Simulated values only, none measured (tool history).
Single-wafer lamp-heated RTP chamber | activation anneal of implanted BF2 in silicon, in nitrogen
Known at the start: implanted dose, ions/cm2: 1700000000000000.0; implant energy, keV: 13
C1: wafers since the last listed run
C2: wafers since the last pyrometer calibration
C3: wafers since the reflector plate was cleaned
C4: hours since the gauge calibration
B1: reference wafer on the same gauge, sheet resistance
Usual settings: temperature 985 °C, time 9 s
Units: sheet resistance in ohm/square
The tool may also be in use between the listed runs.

{"run": 1, "hour": 0.0, "temperature": 985, "time": 12, "C1": 0, "C2": 418, "C3": 10613, "C4": 203.9, "B1": 267.01, "sheet resistance": 226}
{"run": 2, "hour": 35.7, "temperature": 985, "time": 6, "C1": 429, "C2": 847, "C3": 11042, "C4": 239.6, "B1": 266.93, "sheet resistance": 244.54}
{"run": 3, "hour": 58.1, "temperature": 985, "time": 6, "C1": 269, "C2": 1117, "C3": 11312, "C4": 262, "B1": 267.04, "sheet resistance": 244.14}
{"run": 4, "hour": 82.7, "temperature": 985, "time": 6, "C1": 295, "C2": 1413, "C3": 11608, "C4": 286.6, "B1": 267.15, "sheet resistance": 243.65}
{"run": 5, "hour": 94.7, "temperature": 985, "time": 9, "C1": 144, "C2": 1557, "C3": 11752, "C4": 298.6, "B1": 266.82, "sheet resistance": 231.56}
{"run": 6, "hour": 108.8, "temperature": 985, "time": 9, "C1": 169, "C2": 1727, "C3": 11922, "C4": 312.7, "B1": 267.14, "sheet resistance": 231.62}
{"hour": 124.6, "done": "pyrometer window cleaned and pyrometer calibrated"}
{"run": 7, "hour": 136.3, "temperature": 985, "time": 9, "C1": 234, "C2": 140, "C3": 12156, "C4": 340.2, "B1": 266.88, "sheet resistance": 236.59}
{"hour": 196.0, "done": "gauge calibrated"}
{"run": 8, "hour": 198.8, "temperature": 985, "time": 9, "C1": 751, "C2": 892, "C3": 12908, "C4": 2.8, "B1": 267.11, "sheet resistance": 232.5}
{"run": 9, "hour": 221.6, "temperature": 985, "time": 9, "C1": 274, "C2": 1166, "C3": 13183, "C4": 25.6, "B1": 266.83, "sheet resistance": 232.8}
{"hour": 252.0, "done": "pyrometer window cleaned and pyrometer calibrated"}
{"run": 10, "hour": 252.5, "temperature": 961, "time": 9, "C1": 275, "C2": 6, "C3": 13458, "C4": 56.5, "B1": 267.11, "sheet resistance": 283.09}
{"run": 11, "hour": 268.3, "temperature": 961, "time": 9, "C1": 190, "C2": 196, "C3": 13648, "C4": 72.3, "B1": 267.03, "sheet resistance": 281.64}
{"run": 12, "hour": 280.4, "temperature": 985, "time": 9, "C1": 145, "C2": 342, "C3": 13794, "C4": 84.4, "B1": 267.18, "sheet resistance": 236.25}
{"run": 13, "hour": 309.0, "temperature": 985, "time": 9, "C1": 344, "C2": 686, "C3": 14138, "C4": 113, "B1": 267.02, "sheet resistance": 233.19}
{"hour": 337.7, "done": "reflector plate cleaned"}
{"run": 14, "hour": 338.2, "temperature": 993, "time": 9, "C1": 255, "C2": 941, "C3": 6, "C4": 142.2, "B1": 267.15, "sheet resistance": 219.88}
{"run": 15, "hour": 355.3, "temperature": 985, "time": 9, "C1": 205, "C2": 1146, "C3": 212, "C4": 159.3, "B1": 267.09, "sheet resistance": 232.27}
{"run": 16, "hour": 390.6, "temperature": 985, "time": 9, "C1": 424, "C2": 1571, "C3": 636, "C4": 194.6, "B1": 266.86, "sheet resistance": 232.1}
{"run": 17, "hour": 411.4, "temperature": 963, "time": 14, "C1": 250, "C2": 1821, "C3": 887, "C4": 215.4, "B1": 266.99, "sheet resistance": 261.49}
{"hour": 419.5, "done": "pyrometer window cleaned and pyrometer calibrated"}
{"run": 18, "hour": 426.3, "temperature": 1008, "time": 5, "C1": 83, "C2": 81, "C3": 970, "C4": 230.3, "B1": 266.76, "sheet resistance": 218.27}
{"run": 19, "hour": 441.4, "temperature": 985, "time": 9, "C1": 181, "C2": 263, "C3": 1151, "C4": 245.4, "B1": 267.08, "sheet resistance": 236.12}
{"run": 20, "hour": 460.5, "temperature": 985, "time": 4, "C1": 229, "C2": 493, "C3": 1381, "C4": 264.5, "B1": 266.87, "sheet resistance": 256.06}
{"run": 21, "hour": 495.9, "temperature": 1012, "time": 8, "C1": 425, "C2": 919, "C3": 1807, "C4": 299.9, "B1": 266.92, "sheet resistance": 193.54}
{"run": 22, "hour": 514.4, "temperature": 1013, "time": 11, "C1": 222, "C2": 1141, "C3": 2030, "C4": 318.4, "B1": 266.73, "sheet resistance": 180.17}
{"hour": 544.2, "done": "pyrometer window cleaned and pyrometer calibrated"}
{"run": 23, "hour": 544.7, "temperature": 985, "time": 11, "C1": 268, "C2": 6, "C3": 2298, "C4": 348.7, "B1": 266.89, "sheet resistance": 232.03}
{"run": 24, "hour": 564.2, "temperature": 1001, "time": 5, "C1": 234, "C2": 240, "C3": 2532, "C4": 368.2, "B1": 267.19, "sheet resistance": 226.67}
{"hour": 570.7, "done": "gauge calibrated"}
{"run": 25, "hour": 582.9, "temperature": 965, "time": 6, "C1": 224, "C2": 465, "C3": 2757, "C4": 12.2, "B1": 267, "sheet resistance": 281.68}
{"run": 26, "hour": 609.0, "temperature": 985, "time": 9, "C1": 313, "C2": 779, "C3": 3071, "C4": 38.3, "B1": 266.82, "sheet resistance": 233.47}
{"run": 27, "hour": 626.3, "temperature": 961, "time": 5, "C1": 208, "C2": 987, "C3": 3279, "C4": 55.6, "B1": 267.23, "sheet resistance": 289.38}
{"run": 28, "hour": 658.6, "temperature": 964, "time": 11, "C1": 388, "C2": 1376, "C3": 3668, "C4": 87.9, "B1": 266.59, "sheet resistance": 265.61}
{"hour": 675.4, "done": "pyrometer window cleaned and pyrometer calibrated"}
{"run": 29, "hour": 690.3, "temperature": 967, "time": 4, "C1": 285, "C2": 179, "C3": 3953, "C4": 119.6, "B1": 266.84, "sheet resistance": 286.12}
{"run": 30, "hour": 702.3, "temperature": 973, "time": 13, "C1": 144, "C2": 323, "C3": 4098, "C4": 131.6, "B1": 267.15, "sheet resistance": 245.45}
{"run": 31, "hour": 729.9, "temperature": 975, "time": 5, "C1": 332, "C2": 655, "C3": 4430, "C4": 159.2, "B1": 267.2, "sheet resistance": 265.37}

Forecast each of these 4 alternatives for the next run:
{"run": "A", "hour": 730.3, "temperature": 985, "time": 9, "C1": 4, "C2": 660, "C3": 4434, "C4": 159.6, "B1": "?", "sheet resistance": "?"}
{"run": "B", "hour": 730.3, "temperature": 1009, "time": 11, "C1": 4, "C2": 660, "C3": 4434, "C4": 159.6, "B1": "?", "sheet resistance": "?"}
{"run": "C", "hour": 730.3, "temperature": 959, "time": 6, "C1": 4, "C2": 660, "C3": 4434, "C4": 159.6, "B1": "?", "sheet resistance": "?"}
{"run": "D", "hour": 730.3, "temperature": 998, "time": 9, "C1": 4, "C2": 660, "C3": 4434, "C4": 159.6, "B1": "?", "sheet resistance": "?"}

run=A B1=266.8 sheet_resistance=233.63
run=B B1=266.8 sheet_resistance=186.9
run=C B1=266.8 sheet_resistance=290.24
run=D B1=266.8 sheet_resistance=211.9
Without the tool's hidden state the same runs would have given:
run=A sheet_resistance=237.84
run=B sheet_resistance=190.74
run=C sheet_resistance=294.71
run=D sheet_resistance=215.82

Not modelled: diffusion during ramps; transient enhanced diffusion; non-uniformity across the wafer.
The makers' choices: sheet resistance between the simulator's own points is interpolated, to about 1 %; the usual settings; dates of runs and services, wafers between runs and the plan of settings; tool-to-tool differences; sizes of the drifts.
